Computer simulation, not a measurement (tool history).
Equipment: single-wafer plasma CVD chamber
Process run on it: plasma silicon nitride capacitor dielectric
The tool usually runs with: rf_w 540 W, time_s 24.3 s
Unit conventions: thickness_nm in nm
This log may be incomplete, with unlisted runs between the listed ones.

run	hour	rf_w	time_s	read-back reference wafer on the same gauge, thickness_nm	thickness_nm
1	0.0	540	24.3	37.573	35.960
2	49.1	540	24.3	37.525	35.752
3	58.3	470	25.5	37.498	36.238
4	69.9	470	25.5	37.478	36.261
5	80.0	615	24.3	37.459	37.182
6	93.5	615	24.3	37.450	37.118
7	109.2	615	24.3	37.434	37.155
8	121.7	540	24.3	37.421	35.796
# hour 126.1: gauge calibrated
9	130.3	605	28.1	37.778	43.160
10	136.6	540	24.3	37.753	36.100
11	149.1	455	27.3	37.748	38.661
12	157.7	450	21.8	37.730	30.674
# hour 172.2: RF generator calibrated
# hour 192.7: showerhead replaced
13	203.5	615	29.0	37.662	44.575
14	220.6	440	20.2	37.666	28.222
15	236.5	625	22.3	37.620	34.427
16	247.4	540	24.3	37.608	36.028
17	255.0	440	25.6	37.579	35.768

Run by run, hidden condition taken away, random variation retained:
The hidden state here: delivered RF power above the setpoint (%); gauge reads high (%).
run	thickness_nm
1	36.166
2	36.021
3	36.522
4	36.560
5	37.503
6	37.457
7	37.515
8	36.160
9	43.202
10	36.144
11	38.725
12	30.734
13	44.736
14	28.341
15	34.592
16	36.214
17	35.963
